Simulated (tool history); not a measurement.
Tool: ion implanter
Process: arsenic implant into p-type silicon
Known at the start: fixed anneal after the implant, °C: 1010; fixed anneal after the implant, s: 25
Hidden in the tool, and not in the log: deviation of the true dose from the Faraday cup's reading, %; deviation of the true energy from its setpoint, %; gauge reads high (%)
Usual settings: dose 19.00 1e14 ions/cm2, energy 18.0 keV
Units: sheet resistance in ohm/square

run,day,dose,energy,wafers since the last listed run,hours since the last dose calibration,hours since the extraction supply was calibrated,hours since the gauge calibration,"read-back reference wafer on the same gauge, sheet resistance",sheet resistance
1,0.000,17.17,18.0,0,1844.5,3680.0,133.9,107.48,98.57
2,0.300,17.17,18.0,123,1851.7,3687.2,141.1,107.49,98.27
3,0.846,19.00,18.0,224,1864.8,3700.3,154.2,107.50,95.94
# day 0.892: gauge calibrated
4,1.421,19.00,18.0,236,1878.6,3714.1,12.7,107.51,96.17
5,2.112,19.00,18.0,284,1895.2,3730.7,29.3,107.53,96.11
6,2.608,19.00,18.0,204,1907.1,3742.6,41.2,107.51,96.08
7,3.083,14.85,18.0,195,1918.5,3754.0,52.6,107.50,102.66
8,3.796,14.85,18.0,293,1935.6,3771.1,69.7,107.49,102.78
9,4.050,14.85,18.0,104,1941.7,3777.2,75.8,107.50,102.65
10,4.479,19.00,18.0,176,1952.0,3787.5,86.1,107.51,96.04
11,5.875,19.00,18.0,575,1985.5,3821.0,119.6,107.51,96.13
12,6.208,19.00,18.0,137,1993.5,3829.0,127.6,107.51,95.86
13,6.825,19.00,18.0,254,2008.3,3843.8,142.4,107.49,95.82
# day 7.408: Faraday cup replaced and dose calibrated
14,7.429,19.00,18.0,111,0.5,3858.3,156.9,107.48,95.84
15,7.671,22.60,20.0,99,6.3,3864.1,162.7,107.52,90.28
# day 7.925: gauge calibrated
16,8.333,19.00,18.0,272,22.2,3880.0,9.8,107.48,96.08
17,8.683,17.23,12.5,144,30.6,3888.4,18.2,107.48,105.70
18,9.012,14.90,13.0,135,38.5,3896.3,26.1,107.49,109.38
# day 9.358: extraction supply calibrated
19,9.575,14.83,24.0,94,52.0,5.2,39.6,107.50,95.63
20,10.050,22.42,18.0,195,63.4,16.6,51.0,107.45,92.72
21,10.479,19.00,18.0,176,73.7,26.9,61.3,107.49,95.85
22,11.171,19.00,18.0,284,90.3,43.5,77.9,107.49,95.95
23,11.896,19.00,14.0,298,107.7,60.9,95.3,107.50,101.51
24,12.267,13.41,13.0,152,116.6,69.8,104.2,107.49,113.23
25,12.833,19.00,18.0,233,130.2,83.4,117.8,107.54,95.93
26,13.100,21.39,14.0,109,136.6,89.8,124.2,107.49,99.25
27,13.371,15.49,22.5,111,143.1,96.3,130.7,107.51,95.88
28,13.700,14.58,18.0,135,151.0,104.2,138.6,107.48,103.37

What the log doesn't show, run by run:
deviation of the true dose from the Faraday cup's reading, %: 0 in every run
deviation of the true energy from its setpoint, %: 0 in every run
gauge reads high (%): 0 in every run
